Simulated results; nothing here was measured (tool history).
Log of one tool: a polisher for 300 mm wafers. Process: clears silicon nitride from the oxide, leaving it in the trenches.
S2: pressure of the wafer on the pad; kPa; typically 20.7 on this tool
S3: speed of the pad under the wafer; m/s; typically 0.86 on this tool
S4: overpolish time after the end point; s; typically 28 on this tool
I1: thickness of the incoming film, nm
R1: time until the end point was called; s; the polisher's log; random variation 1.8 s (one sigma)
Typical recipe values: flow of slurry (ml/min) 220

Run 1, hour 0: usual settings but S4 35 s; I1 103.7. Result: R1 148.4 s.
Run 2, hour 17.6: usual settings but S4 35 s; I1 104.7. Result: R1 156.4 s.
Run 3, hour 30.7: usual settings but S4 35 s; I1 106.3. Result: R1 156 s.
Run 4, hour 37.7: usual settings but S2 24.1 kPa; I1 103.7. Result: R1 131.5 s.
At hour 50.2: worn pad replaced by a new one.
Run 5, hour 50.7: usual settings but S2 24.1 kPa; I1 103.5. Result: R1 118.1 s.
Run 6, hour 64.6: usual settings but S2 24.1 kPa; I1 103.8. Result: R1 121.2 s.
Run 7, hour 70.9: usual settings; I1 106.4. Result: R1 142.5 s.
Run 8, hour 82.3: usual settings; I1 104.4. Result: R1 143 s.
Run 9, hour 98.1: usual settings; I1 104.3. Result: R1 145.9 s.
Run 10, hour 113.6: usual settings; I1 102.9. Result: R1 151 s.
Run 11, hour 123.3: usual settings but S4 36 s; I1 104.2. Result: R1 148 s.
Run 12, hour 134.7: usual settings but S4 36 s; I1 104.4. Result: R1 148.3 s.
Run 13, hour 141.5: usual settings but S4 36 s; I1 105.4. Result: R1 155.3 s.
Run 14, hour 153.2: usual settings; I1 106.2. Result: R1 154.3 s.
Run 15, hour 160.5: usual settings; I1 105.5. Result: R1 155.3 s.
At hour 171.2: worn pad replaced by a new one.
Run 16, hour 173.2: usual settings; I1 104.9. Result: R1 140.8 s.
Run 17, hour 184.6: usual settings but S2 24.8 kPa, S3 0.94 m/s; I1 106.6. Result: R1 113.1 s.
Run 18, hour 198.8: usual settings but S4 38 s; I1 105.3. Result: R1 153.6 s.
Run 19, hour 211: usual settings but flow of slurry (ml/min) 155, S2 15.2 kPa, S3 1.02 m/s; I1 103.9. Result: R1 185.6 s.
Run 20, hour 225.7: usual settings; I1 104.9. Result: R1 155.4 s.
Run 21, hour 236.2: usual settings but flow of slurry (ml/min) 280, S2 24.1 kPa, S3 0.76 m/s, S4 22 s; I1 105.5. Result: R1 146.5 s.
Run 22, hour 243.8: usual settings but S2 15.9 kPa; I1 103.6. Result: R1 202.5 s.
At hour 253.7: slurry nozzle cleaned.
Run 23, hour 254.2: usual settings but S2 18.6 kPa, S3 1.14 m/s, S4 35 s; I1 104. Result: R1 136.6 s.
Run 24, hour 267.4: usual settings but flow of slurry (ml/min) 290, S2 14.5 kPa, S3 0.6 m/s, S4 18 s; I1 106.4. Result: R1 315.3 s.
At hour 270.3: head pressure recalibrated.
Run 25, hour 281.6: usual settings; I1 104.3. Result: R1 150.7 s.
Run 26, hour 292: usual settings but S2 13.8 kPa; I1 105.6. Result: R1 235.8 s.
Run 27, hour 308.5: usual settings; I1 106. Result: R1 154.3 s.
At hour 314.4: worn pad replaced by a new one.
Run 28, hour 320.2: usual settings but S2 15.2 kPa, S4 41 s; I1 103.9. Result: R1 182.7 s.
Run 29, hour 331.1: usual settings but S3 0.72 m/s; I1 104.3. Result: R1 161.4 s.
Run 30, hour 348: usual settings but flow of slurry (ml/min) 175, S2 15.2 kPa; I1 105.8. Result: R1 203.1 s.
Run 31, hour 365.6: usual settings but flow of slurry (ml/min) 150, S2 17.2 kPa; I1 107. Result: R1 196.2 s.
Run 32, hour 378.8: usual settings but flow of slurry (ml/min) 160, S3 0.74 m/s, S4 33 s; I1 106.8. Result: R1 187.9 s.
Run 33, hour 388.6: usual settings but flow of slurry (ml/min) 175, S2 18.6 kPa; I1 104. Result: R1 173.3 s.
Run 34, hour 395.1: usual settings but S3 1 m/s; I1 105.7. Result: R1 131.4 s.
Run 35, hour 409.4: usual settings but S2 17.9 kPa, S3 0.68 m/s, S4 35 s; I1 106.1. Result: R1 228.5 s.
Run 36, hour 417.9: usual settings; I1 104.6. Result: R1 148 s.
Run 37, hour 430.6: usual settings but S2 15.2 kPa, S3 1.04 m/s, S4 16 s; I1 104.9. Result: R1 169.5 s.
At hour 435.3: worn pad replaced by a new one.
Run 38, hour 440.7: usual settings; I1 105. Result: R1 138.4 s.

For each run, the measured value with the value that run would have given without the tool's hidden condition subtracted. The run-to-run variation is shared by both, the gauge scatter possibly not:
Hidden conditions of the tool in this case: removal rate lost through wear of the pad, %; slurry flow missing at the pad, %; deviation of the head's pressure from its setpoint, %.
run     R1
  1  +23.3
  2  +25.8
  3  +26.4
  4  +22.5
  5   +5.1
  6   +9.3
  7  +12.8
  8  +15.5
  9  +18.7
 10  +21.6
 11  +22.1
 12  +23.2
 13  +24.8
 14  +25.4
 15  +26.1
 16    +11
 17    +12
 18  +20.4
 19  +27.7
 20  +25.7
 21  +25.4
 22  +36.3
 23  +25.3
 24  +60.4
 25  +20.2
 26  +32.4
 27    +22
 28   +5.7
 29   +9.2
 30  +17.6
 31  +21.3
 32  +22.6
 33  +22.1
 34  +17.3
 35  +31.8
 36  +21.1
 37    +25
 38   +6.5
